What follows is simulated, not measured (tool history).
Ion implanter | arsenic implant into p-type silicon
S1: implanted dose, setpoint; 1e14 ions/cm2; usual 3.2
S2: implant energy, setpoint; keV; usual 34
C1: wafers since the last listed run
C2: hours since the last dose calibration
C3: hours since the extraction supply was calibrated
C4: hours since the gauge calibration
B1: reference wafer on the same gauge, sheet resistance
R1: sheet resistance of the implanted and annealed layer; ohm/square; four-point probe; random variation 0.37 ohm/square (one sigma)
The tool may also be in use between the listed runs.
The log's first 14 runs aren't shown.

run    hour    S1    S2    C1      C2      C3      C4      B1      R1
 15     862  3.55    34   574  1764.8   252.2   595.5     216   228.5
 16   896.7  3.55    34   447  1799.5   286.9   630.2  216.09  228.41
 17   941.4  3.55    34   576  1844.2   331.6   674.9  215.95  228.51
 18   968.7  3.87  24.5   352  1871.5   358.9   702.2  216.06  224.04
 19  1033.6   3.2  29.5   837  1936.4   423.8   767.1  216.06  252.26
 20    1068  3.53  23.5   443  1970.8   458.2   801.5     216  241.52
 21  1131.2   3.2    34   815    2034   521.4   864.7  215.97  247.32
 22  1158.7   3.2    34   354  2061.5   548.9   892.2     216  247.55
 23  1217.8   3.2    34   762  2120.6     608   951.3  216.01  246.99
 24  1248.5  2.28    43   396  2151.3   638.7     982  215.98  306.32
 25  1302.3  2.66  38.5   694  2205.1   692.5  1035.8  215.96  278.64
 26  1328.3  2.37  30.5   335  2231.1   718.5  1061.8  216.09  314.15
 27  1370.9   3.2    34   549  2273.7   761.1  1104.4  215.97  246.98
       1418  -- Faraday cup replaced and dose calibrated
 28  1418.5   3.2    34   511     0.5   808.7    1152  215.97  244.85
 29  1440.9   3.2    43   289    22.9   831.1  1174.4  216.02  236.62
     1529.4  -- gauge calibrated
 30  1589.6  2.49  43.5  1918   171.6   979.8    60.2  215.96  284.36
 31    1638  2.51    42   624     220  1028.2   108.6  216.03  284.63
 32    1806   3.2  26.5  2167     388  1196.2   276.6  216.04  253.46
 33  1872.5  2.36    34   858   454.5  1262.7   343.1  216.03  307.78
 34  1911.8  2.56    24   507   493.8    1302   382.4  215.99  304.91
 35    1980   3.2    34   880     562  1370.2   450.6  215.93  245.44

5 ways to go on from here, each from the tool as it stands after run 35. What would each give?
  A  1980.4   3.2  23.5   5  562.4  1370.6  451   ?   ?
  B  1980.4  3.86  23.5   5  562.4  1370.6  451   ?   ?
  C  1980.4   3.2    27   5  562.4  1370.6  451   ?   ?
  D  1980.4  3.75  22.5   5  562.4  1370.6  451   ?   ?
  E  1980.4  3.48  25.5   5  562.4  1370.6  451   ?   ?

run      B1      R1
  A  215.94  259.04
  B  215.94  225.05
  C  215.94  254.15
  D  215.94  231.32
  E  215.94  240.54
Without the tool's hidden state the same runs would have given:
run      R1
  A  258.33
  B  224.44
  C  253.45
  D  230.68
  E  239.88
